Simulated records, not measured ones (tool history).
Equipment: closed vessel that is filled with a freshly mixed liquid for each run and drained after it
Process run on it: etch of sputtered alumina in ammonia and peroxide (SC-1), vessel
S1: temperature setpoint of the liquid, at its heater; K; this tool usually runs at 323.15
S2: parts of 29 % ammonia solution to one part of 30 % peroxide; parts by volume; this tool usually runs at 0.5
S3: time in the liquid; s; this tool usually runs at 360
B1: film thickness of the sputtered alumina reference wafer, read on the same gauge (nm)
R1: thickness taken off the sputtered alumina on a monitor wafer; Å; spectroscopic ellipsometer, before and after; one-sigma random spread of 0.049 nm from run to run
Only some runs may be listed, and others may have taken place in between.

{"run": 1, "day": 0.0, "S1": 323.15, "S2": 0.4, "S3": 490, "B1": 109.98, "R1": 320.2}
{"run": 2, "day": 0.788, "S1": 323.15, "S2": 0.5, "S3": 360, "B1": 109.98, "R1": 240.7}
{"run": 3, "day": 2.238, "S1": 323.15, "S2": 0.5, "S3": 360, "B1": 109.97, "R1": 239.7}
{"run": 4, "day": 3.012, "S1": 323.15, "S2": 0.5, "S3": 360, "B1": 110.03, "R1": 240.3}
{"run": 5, "day": 3.754, "S1": 323.15, "S2": 0.5, "S3": 360, "B1": 109.99, "R1": 240.0}
{"run": 6, "day": 4.896, "S1": 323.15, "S2": 0.5, "S3": 360, "B1": 110.02, "R1": 239.4}
{"run": 7, "day": 5.425, "S1": 319.15, "S2": 0.5, "S3": 295, "B1": 110.02, "R1": 156.9}
{"run": 8, "day": 6.042, "S1": 319.15, "S2": 0.5, "S3": 295, "B1": 110.04, "R1": 156.3}
{"run": 9, "day": 7.046, "S1": 323.15, "S2": 0.5, "S3": 360, "B1": 110.03, "R1": 238.9}
{"run": 10, "day": 8.429, "S1": 323.15, "S2": 0.5, "S3": 420, "B1": 110.04, "R1": 277.8}
{"run": 11, "day": 9.208, "S1": 325.15, "S2": 0.6, "S3": 360, "B1": 110.01, "R1": 270.1}
{"run": 12, "day": 10.471, "S1": 325.15, "S2": 0.6, "S3": 360, "B1": 109.99, "R1": 269.6}
{"day": 10.617, "done": "gauge calibrated"}
{"run": 13, "day": 11.258, "S1": 319.15, "S2": 0.5, "S3": 295, "B1": 110.01, "R1": 155.3}
{"run": 14, "day": 12.692, "S1": 325.15, "S2": 0.6, "S3": 360, "B1": 110.03, "R1": 268.5}
{"run": 15, "day": 13.454, "S1": 330.15, "S2": 0.5, "S3": 360, "B1": 110.0, "R1": 343.6}
{"day": 14.396, "done": "new drum of ammonia solution connected"}
{"run": 16, "day": 14.85, "S1": 329.15, "S2": 0.3, "S3": 360, "B1": 109.99, "R1": 315.9}
{"day": 15.312, "done": "thermometer replaced"}
{"run": 17, "day": 16.15, "S1": 323.15, "S2": 0.5, "S3": 360, "B1": 110.02, "R1": 245.6}
{"run": 18, "day": 16.992, "S1": 318.65, "S2": 0.4, "S3": 455, "B1": 110.01, "R1": 235.3}
{"day": 17.233, "done": "ammonia flow meter replaced"}
{"run": 19, "day": 17.767, "S1": 329.65, "S2": 0.6, "S3": 195, "B1": 109.98, "R1": 191.6}
{"run": 20, "day": 18.608, "S1": 325.15, "S2": 0.6, "S3": 360, "B1": 110.0, "R1": 276.4}
{"run": 21, "day": 19.833, "S1": 323.15, "S2": 0.5, "S3": 535, "B1": 110.03, "R1": 360.7}
{"run": 22, "day": 20.592, "S1": 323.15, "S2": 0.5, "S3": 265, "B1": 110.03, "R1": 178.4}
{"run": 23, "day": 21.358, "S1": 323.15, "S2": 0.6, "S3": 255, "B1": 110.01, "R1": 175.5}
{"run": 24, "day": 22.338, "S1": 317.15, "S2": 0.5, "S3": 360, "B1": 109.98, "R1": 173.9}

Consider 4 possible next runs. They are alternatives, not a sequence: every one starts from the tool as it was left by run 24. What does each give?
{"run": "A", "day": 22.371, "S1": 323.15, "S2": 0.5, "S3": 300, "B1": "?", "R1": "?"}
{"run": "B", "day": 22.371, "S1": 328.15, "S2": 0.5, "S3": 530, "B1": "?", "R1": "?"}
{"run": "C", "day": 22.371, "S1": 313.65, "S2": 0.5, "S3": 165, "B1": "?", "R1": "?"}
{"run": "D", "day": 22.371, "S1": 319.15, "S2": 0.5, "S3": 360, "B1": "?", "R1": "?"}

run=A B1=110.04 R1=203.2
run=B B1=110.04 R1=470.5
run=C B1=110.04 R1=65.1
run=D B1=110.04 R1=195.0
Stripped of hidden state, with their random variation kept, the same runs would have yielded:
run=A R1=205.4
run=B R1=475.4
run=C R1=65.8
run=D R1=197.1
